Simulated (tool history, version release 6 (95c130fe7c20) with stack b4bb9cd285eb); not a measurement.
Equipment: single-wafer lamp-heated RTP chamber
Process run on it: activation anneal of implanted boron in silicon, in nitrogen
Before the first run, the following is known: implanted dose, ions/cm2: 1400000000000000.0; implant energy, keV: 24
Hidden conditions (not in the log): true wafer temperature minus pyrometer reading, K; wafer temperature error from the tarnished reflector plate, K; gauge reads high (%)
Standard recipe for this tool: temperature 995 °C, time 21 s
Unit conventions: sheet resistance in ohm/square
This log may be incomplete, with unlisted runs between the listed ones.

run    hour  temperature  time  wafers since the last listed run  wafers since the last pyrometer calibration  wafers since the reflector plate was cleaned  hours since the gauge calibration  read-back reference wafer on the same gauge, sheet resistance  sheet resistance
  1       0         1016    28                                 0                                         2602                                          6324                              383.3                                                          92.85             86.86
  2    50.1          995    13                               636                                         3238                                          6960                              433.4                                                          92.65             92.82
  3    96.8          995    13                               593                                         3831                                          7553                              480.1                                                          92.96              92.3
      129.5  -- pyrometer window cleaned and pyrometer calibrated
  4   155.9          995    16                               649                                          335                                          8203                              539.2                                                          92.86             91.54
  5   187.2          995    18                               397                                          733                                          8600                              570.5                                                          92.92             91.41
  6   245.6          995    18                               741                                         1474                                          9342                              628.9                                                          92.88             91.29
  7   314.8          995    21                               878                                         2353                                         10221                              698.1                                                           92.8             90.51
  8   341.1          995    21                               334                                         2687                                         10555                              724.4                                                          92.98             90.95
  9   410.5          995    21                               881                                         3569                                         11436                              793.8                                                           92.9             89.95
 10   434.6          995    21                               306                                         3875                                         11743                              817.9                                                             93             90.13
      451.1  -- pyrometer window cleaned and pyrometer calibrated
 11   574.5          995    21                              1675                                         1567                                         13418                              957.8                                                          92.96             90.32
 12   603.1          995    21                               363                                         1930                                         13781                              986.4                                                           92.8             89.98
      731.6  -- pyrometer window cleaned and pyrometer calibrated
      737.1  -- reflector plate cleaned
 13   755.9          995    21                              1769                                          238                                           238                             1139.2                                                          92.74             92.31
 14     817         1014    11                               776                                         1014                                          1014                             1200.3                                                          92.84             88.81
 15     856          995    21                               495                                         1509                                          1509                             1239.3                                                           92.9             91.69
 16     891         1011    12                               444                                         1954                                          1954                             1274.3                                                           92.9             89.02
 17   954.8          995    10                               810                                         2764                                          2764                             1338.1                                                          92.83             94.08
      999.2  -- gauge calibrated
 18  1008.2         1011    26                               678                                         3442                                          3442                                  9                                                          93.06             86.86
 19  1049.9         1016    15                               529                                         3972                                          3972                               50.7                                                          92.94             87.76
     1075.6  -- pyrometer window cleaned and pyrometer calibrated
 20    1087         1004    11                               369                                          144                                          4342                               87.8                                                          92.86             90.59
 21  1140.2          995    21                               675                                          820                                          5017                                141                                                          92.86              91.3
 22  1207.8          995    21                               858                                         1678                                          5876                              208.6                                                          92.95             91.56
 23  1265.6          974    11                               734                                         2413                                          6610                              266.4                                                          93.02            106.29
 24    1299         1013    32                               424                                         2837                                          7034                              299.8                                                          92.71             86.25
 25    1335         1005    17                               457                                         3294                                          7492                              335.8                                                          92.75             89.44
 26  1391.6          965    16                               718                                         4013                                          8211                              392.4                                                          92.99            110.63

Consider 3 possible next runs. They are alternatives, not a sequence: every one starts from the tool as it was left by run 26. What does each give?
  A  1392          995    15                                 5                                         4018                                          8216                              392.8                                                              ?                 ?
  B  1392         1006    21                                 5                                         4018                                          8216                              392.8                                                              ?                 ?
  C  1392          979    21                                 5                                         4018                                          8216                              392.8                                                              ?                 ?

run  read-back reference wafer on the same gauge, sheet resistance  sheet resistance
  A                                                          93.15             92.13
  B                                                          93.15             88.39
  C                                                          93.15              97.7
Had the tool no hidden state, the same runs would have come out as:
run  sheet resistance
  A             93.35
  B             89.08
  C              99.7
